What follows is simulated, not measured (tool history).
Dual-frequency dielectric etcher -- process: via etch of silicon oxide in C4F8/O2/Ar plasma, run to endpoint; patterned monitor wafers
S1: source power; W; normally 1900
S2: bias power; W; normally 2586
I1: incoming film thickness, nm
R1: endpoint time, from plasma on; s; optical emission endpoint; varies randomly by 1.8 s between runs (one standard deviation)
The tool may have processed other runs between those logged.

Run 1, hour 0: usual settings; I1 1453.6. Result: R1 262.9 s.
Run 2, hour 10.9: usual settings; I1 1445.4. Result: R1 262 s.
Run 3, hour 18.9: usual settings; I1 1450.3. Result: R1 265.5 s.
Run 4, hour 26.9: usual settings; I1 1450.3. Result: R1 263.9 s.
Run 5, hour 42.3: usual settings; I1 1450.4. Result: R1 262.3 s.
Run 6, hour 53.2: usual settings but S1 2160 W; I1 1442.1. Result: R1 245.9 s.
Run 7, hour 71.1: usual settings but S1 2160 W; I1 1459.1. Result: R1 249.4 s.
Run 8, hour 82.7: usual settings but S1 1760 W, S2 2127 W; I1 1435.6. Result: R1 274.6 s.
Run 9, hour 132: usual settings but S1 1760 W, S2 2127 W; I1 1457.3. Result: R1 292.5 s.
Run 10, hour 138: usual settings but S1 1760 W, S2 2127 W; I1 1457. Result: R1 290.2 s.
Run 11, hour 147.4: usual settings; I1 1456. Result: R1 273.4 s.
Run 12, hour 158.4: usual settings; I1 1455.7. Result: R1 275 s.
Run 13, hour 182: usual settings but S2 1997 W; I1 1438.4. Result: R1 277 s.
Run 14, hour 196: usual settings but S1 1630 W, S2 2905 W; I1 1441.7. Result: R1 283.3 s.
Run 15, hour 205.4: usual settings but S1 2230 W; I1 1443. Result: R1 254.2 s.
Run 16, hour 242.3: usual settings; I1 1460.4. Result: R1 275.6 s.
Run 17, hour 242.7: usual settings but S1 2080 W, S2 2868 W; I1 1447.8. Result: R1 258.1 s.
Run 18, hour 243.1: usual settings but S1 1590 W; I1 1447.7. Result: R1 289.4 s.
Run 19, hour 260.1: usual settings but S1 2160 W; I1 1450.8. Result: R1 256.3 s.
Run 20, hour 277.6: usual settings but S1 1710 W, S2 2863 W; I1 1464.2. Result: R1 280.6 s.
Run 21, hour 290.9: usual settings but S1 1430 W, S2 3176 W; I1 1437.6. Result: R1 287.7 s.
Run 22, hour 300.8: usual settings but S1 2030 W; I1 1430.8. Result: R1 260.1 s.
Run 23, hour 310.1: usual settings but S1 1740 W, S2 3101 W; I1 1456.8. Result: R1 272.3 s.
Run 24, hour 317.3: usual settings; I1 1461.5. Result: R1 271.9 s.

Missing from the log above: 4 entries noted between runs. For each, name the pair of listed runs it sits between and say how the tool's hidden condition differs from the listed run just before to the listed run just after:
After run 8, before run 9: wet clean of the chamber (hour 112.8)
  etch rate over this chamber's usual, %: 4.55 -> -0.625
  difference, measured minus the result without the unlogged condition, R1: -12.5 -> +1.8 s
After run 15, before run 16: bias power generator calibrated (hour 226.9); upper electrode replaced (hour 241.8)
  etch rate over this chamber's usual, %: 0.165 -> 0.562
  difference, measured minus the result without the unlogged condition, R1: -0.4 -> -1.6 s
After run 18, before run 19: source power generator calibrated (hour 246.7)
  etch rate over this chamber's usual, %: 0.57 -> 0.753
  difference, measured minus the result without the unlogged condition, R1: -1.6 -> -2 s

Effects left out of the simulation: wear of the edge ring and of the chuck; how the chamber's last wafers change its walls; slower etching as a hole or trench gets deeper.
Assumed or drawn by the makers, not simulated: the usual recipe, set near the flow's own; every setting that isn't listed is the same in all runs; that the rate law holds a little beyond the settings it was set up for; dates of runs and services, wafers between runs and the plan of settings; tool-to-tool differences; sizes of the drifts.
